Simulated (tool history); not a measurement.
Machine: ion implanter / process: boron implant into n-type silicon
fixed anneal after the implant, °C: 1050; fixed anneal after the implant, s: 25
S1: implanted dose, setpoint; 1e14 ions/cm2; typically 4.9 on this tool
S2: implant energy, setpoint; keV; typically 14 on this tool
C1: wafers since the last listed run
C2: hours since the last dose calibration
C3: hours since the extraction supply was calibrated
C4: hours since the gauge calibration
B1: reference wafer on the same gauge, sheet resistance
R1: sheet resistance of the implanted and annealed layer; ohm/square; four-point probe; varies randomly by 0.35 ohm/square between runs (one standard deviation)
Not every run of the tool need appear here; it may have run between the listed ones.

{"run": 1, "hour": 0.0, "S1": 4.9, "S2": 14, "C1": 0, "C2": 2116.5, "C3": 5162.3, "C4": 293.4, "B1": 229.06, "R1": 223.59}
{"run": 2, "hour": 61.8, "S1": 4.9, "S2": 14, "C1": 802, "C2": 2178.3, "C3": 5224.1, "C4": 355.2, "B1": 229, "R1": 222.89}
{"hour": 87.3, "done": "gauge calibrated"}
{"run": 3, "hour": 123.8, "S1": 4.9, "S2": 14, "C1": 804, "C2": 2240.3, "C3": 5286.1, "C4": 36.5, "B1": 228.98, "R1": 223.31}
{"run": 4, "hour": 182.2, "S1": 4.9, "S2": 14, "C1": 758, "C2": 2298.7, "C3": 5344.5, "C4": 94.9, "B1": 229.04, "R1": 222.49}
{"run": 5, "hour": 207.8, "S1": 4.9, "S2": 14, "C1": 332, "C2": 2324.3, "C3": 5370.1, "C4": 120.5, "B1": 228.95, "R1": 222.23}
{"hour": 241.5, "done": "Faraday cup replaced and dose calibrated"}
{"run": 6, "hour": 242.0, "S1": 4.9, "S2": 14, "C1": 340, "C2": 0.5, "C3": 5404.3, "C4": 154.7, "B1": 228.97, "R1": 229.49}
{"run": 7, "hour": 279.8, "S1": 4.02, "S2": 14, "C1": 490, "C2": 38.3, "C3": 5442.1, "C4": 192.5, "B1": 228.96, "R1": 270.52}
{"run": 8, "hour": 305.2, "S1": 3.5, "S2": 16, "C1": 329, "C2": 63.7, "C3": 5467.5, "C4": 217.9, "B1": 229.09, "R1": 298.61}
{"hour": 330.1, "done": "extraction supply calibrated"}
{"run": 9, "hour": 347.9, "S1": 4.9, "S2": 11.5, "C1": 450, "C2": 106.4, "C3": 17.8, "C4": 260.6, "B1": 229.01, "R1": 234.04}
{"run": 10, "hour": 418.3, "S1": 5.35, "S2": 18.5, "C1": 913, "C2": 176.8, "C3": 88.2, "C4": 331, "B1": 229.02, "R1": 207.05}
{"run": 11, "hour": 460.0, "S1": 4.28, "S2": 9.5, "C1": 541, "C2": 218.5, "C3": 129.9, "C4": 372.7, "B1": 228.98, "R1": 267.4}
{"hour": 472.4, "done": "gauge calibrated"}
{"run": 12, "hour": 492.8, "S1": 4.53, "S2": 16.5, "C1": 425, "C2": 251.3, "C3": 162.7, "C4": 20.4, "B1": 228.98, "R1": 240.62}
{"run": 13, "hour": 562.8, "S1": 4.9, "S2": 14, "C1": 908, "C2": 321.3, "C3": 232.7, "C4": 90.4, "B1": 228.87, "R1": 228.92}
{"run": 14, "hour": 612.5, "S1": 4.32, "S2": 14, "C1": 645, "C2": 371, "C3": 282.4, "C4": 140.1, "B1": 229.02, "R1": 254.06}

Below, some changes in R1 between adjacent runs. For each, the amount present without the hidden state too (settings, incoming material, random variation) and the amount remaining for the hidden state with gauge scatter not shared by both compared results:
The hidden state here: deviation of the true dose from the Faraday cup's reading, %; deviation of the true energy from its setpoint, %; gauge reads high (%).
Run 5 -> 6: Faraday cup replaced and dose calibrated. R1 +7.26 ohm/square: hidden state +7.02, all else +0.24.
Run 8 -> 9: S1 3.5 -> 4.9, S2 16 -> 11.5, extraction supply calibrated. R1 -64.57 ohm/square: hidden state +0.34, all else -64.91.
